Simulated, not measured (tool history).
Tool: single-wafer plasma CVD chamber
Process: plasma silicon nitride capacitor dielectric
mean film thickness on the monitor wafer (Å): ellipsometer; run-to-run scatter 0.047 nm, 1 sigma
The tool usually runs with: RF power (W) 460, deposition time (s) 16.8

run	hour	RF power (W)	deposition time (s)	wafers since the last listed run	hours since the last RF generator calibration	hours since the showerhead was replaced	hours since the gauge calibration	read-back reference wafer on the same gauge, thickness_nm	mean film thickness on the monitor wafer (Å)
1	0.0	510	16.8	0	804.3	4829.6	433.1	25.803	246.28
2	41.8	510	16.8	665	846.1	4871.4	474.9	25.794	246.79
# hour 46.1: gauge calibrated
3	107.8	510	16.8	1050	912.1	4937.4	61.7	25.805	245.81
4	140.3	460	15.1	517	944.6	4969.9	94.2	25.803	216.57
5	172.7	460	15.1	515	977.0	5002.3	126.6	25.807	216.04
6	233.4	390	16.8	965	1037.7	5063.0	187.3	25.809	231.84
7	282.5	460	14.8	781	1086.8	5112.1	236.4	25.799	211.31
8	335.5	375	16.8	843	1139.8	5165.1	289.4	25.815	228.29
# hour 445.0: showerhead replaced
9	499.3	485	18.6	2479	1303.6	54.3	453.2	25.793	267.49
# hour 506.2: gauge calibrated
10	550.9	535	19.3	821	1355.2	105.9	44.7	25.805	283.31
# hour 560.5: RF generator calibrated
11	599.0	380	14.5	638	38.5	154.0	92.8	25.808	201.08
12	642.3	390	16.8	689	81.8	197.3	136.1	25.806	234.11
13	669.6	430	18.3	434	109.1	224.6	163.4	25.800	260.07
14	734.8	405	14.2	1037	174.3	289.8	228.6	25.801	198.67

Below, each run's measurement less what the same run would have read without the hidden state. Both values contain the same run-to-run variation, but the gauge's scatter may not be the same in both:
Hidden state present: delivered RF power above the setpoint (%); gauge reads high (%).
run	mean film thickness on the monitor wafer (Å)
1	-1.50
2	-1.66
3	-1.93
4	-1.83
5	-1.94
6	-2.36
7	-2.37
8	-2.82
9	-4.35
10	-4.99
11	-0.20
12	-0.24
13	-0.28
14	-0.25
